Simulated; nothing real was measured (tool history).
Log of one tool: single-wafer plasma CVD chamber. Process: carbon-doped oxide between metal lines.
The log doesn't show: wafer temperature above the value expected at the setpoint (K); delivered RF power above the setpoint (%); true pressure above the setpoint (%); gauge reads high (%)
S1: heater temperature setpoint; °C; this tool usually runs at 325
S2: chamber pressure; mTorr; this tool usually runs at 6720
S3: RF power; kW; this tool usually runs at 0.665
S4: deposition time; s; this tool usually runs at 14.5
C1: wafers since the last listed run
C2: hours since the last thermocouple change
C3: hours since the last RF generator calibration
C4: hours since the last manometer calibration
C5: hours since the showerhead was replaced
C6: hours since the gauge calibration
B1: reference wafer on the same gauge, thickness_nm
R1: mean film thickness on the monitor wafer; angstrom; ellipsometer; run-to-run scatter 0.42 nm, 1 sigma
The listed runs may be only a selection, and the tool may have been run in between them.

run	day	S1	S2	S3	S4	C1	C2	C3	C4	C5	C6	B1	R1
1	0.000	325	6720	0.665	14.5	0	1274.3	45.2	784.6	5102.7	2438.3	92.767	978.74
2	2.462	325	6720	0.665	14.5	1776	1333.4	104.3	843.7	5161.8	2497.4	92.822	977.76
3	6.304	325	6720	0.665	14.5	2770	1425.6	196.5	935.9	5254.0	2589.6	92.739	966.46
# day 7.908: thermocouple changed; heater temperature recalibrated
4	9.575	325	6720	0.665	14.5	2118	40.0	275.0	1014.4	5332.5	2668.1	92.768	975.66
5	14.058	325	6720	0.665	14.5	3233	147.6	382.6	1122.0	5440.1	2775.7	92.740	971.31
6	16.850	325	6720	0.665	14.5	2013	214.6	449.6	1189.0	5507.1	2842.7	92.809	967.56
# day 19.529: showerhead replaced
7	20.408	325	6720	0.665	14.5	2325	300.0	535.0	1274.4	21.1	2928.1	92.857	962.49
8	22.233	325	6720	0.610	14.5	1316	343.8	578.8	1318.2	64.9	2971.9	92.803	922.72
9	24.254	325	6720	0.665	14.5	1457	392.3	627.3	1366.7	113.4	3020.4	92.818	968.70
# day 24.733: gauge calibrated
10	27.988	325	6720	0.665	14.5	2692	481.9	716.9	1456.3	203.0	78.1	92.821	961.75
11	32.238	325	6720	0.665	14.5	3065	583.9	818.9	1558.3	305.0	180.1	92.852	966.62
# day 45.225: RF generator calibrated
12	45.246	310	7290	0.715	16.0	9141	896.1	0.5	1870.5	617.2	492.3	92.822	1201.26
13	47.696	325	6720	0.560	14.5	1767	954.9	59.3	1929.3	676.0	551.1	92.653	879.00
14	55.092	314	6280	0.615	15.4	5334	1132.4	236.8	2106.8	853.5	728.6	92.968	1017.20
15	57.867	316	6720	0.605	15.5	2001	1199.0	303.4	2173.4	920.1	795.2	92.796	1004.41
16	61.179	325	6720	0.665	16.8	2389	1278.5	382.9	2252.9	999.6	874.7	92.843	1134.95
17	65.267	313	6720	0.550	12.7	2948	1376.6	481.0	2351.0	1097.7	972.8	92.746	788.32
18	68.179	310	7290	0.715	16.0	2100	1446.5	550.9	2420.9	1167.6	1042.7	92.785	1186.23
# day 69.092: capacitance manometer re-zeroed and calibrated
19	71.946	325	6720	0.665	14.5	2476	1536.9	641.3	68.5	1258.0	1133.1	92.804	972.72
20	73.808	310	7450	0.665	14.5	1343	1581.6	686.0	113.2	1302.7	1177.8	92.847	1032.47
# day 75.112: thermocouple changed; heater temperature recalibrated
21	76.583	325	6720	0.665	14.5	1761	35.3	752.6	179.8	1369.3	1244.4	92.732	958.51
22	79.858	325	7500	0.665	14.5	2362	113.9	831.2	258.4	1447.9	1323.0	92.870	979.53
23	83.775	325	6720	0.665	14.5	2824	207.9	925.2	352.4	1541.9	1417.0	92.809	967.59
24	87.062	317	6720	0.665	14.5	2371	286.8	1004.1	431.3	1620.8	1495.9	92.754	986.97
# day 88.371: RF generator calibrated
25	91.567	325	7540	0.665	11.8	3008	394.9	76.7	539.4	1728.9	1604.0	92.706	802.03
26	94.012	325	6720	0.665	14.5	1764	453.6	135.4	598.1	1787.6	1662.7	92.883	975.81
27	98.233	325	6720	0.755	14.5	3044	554.9	236.7	699.4	1888.9	1764.0	92.745	1049.15
28	100.317	325	6720	0.760	14.5	1502	604.9	286.7	749.4	1938.9	1814.0	92.778	1052.92

Consider 4 possible next runs. They are alternatives, not a sequence: every one starts from the tool as it was left by run 28. What does each give?
A	100.333	325	6720	0.665	14.5	12	605.3	287.1	749.8	1939.3	1814.4	?	?
B	100.333	325	5080	0.730	14.5	12	605.3	287.1	749.8	1939.3	1814.4	?	?
C	100.333	325	5460	0.665	14.5	12	605.3	287.1	749.8	1939.3	1814.4	?	?
D	100.333	325	6720	0.665	13.4	12	605.3	287.1	749.8	1939.3	1814.4	?	?

run	B1	R1
A	92.731	977.64
B	92.731	995.64
C	92.731	953.18
D	92.731	904.69
Without the tool's hidden state the same runs would have given:
run	R1
A	985.35
B	1003.49
C	960.69
D	911.82

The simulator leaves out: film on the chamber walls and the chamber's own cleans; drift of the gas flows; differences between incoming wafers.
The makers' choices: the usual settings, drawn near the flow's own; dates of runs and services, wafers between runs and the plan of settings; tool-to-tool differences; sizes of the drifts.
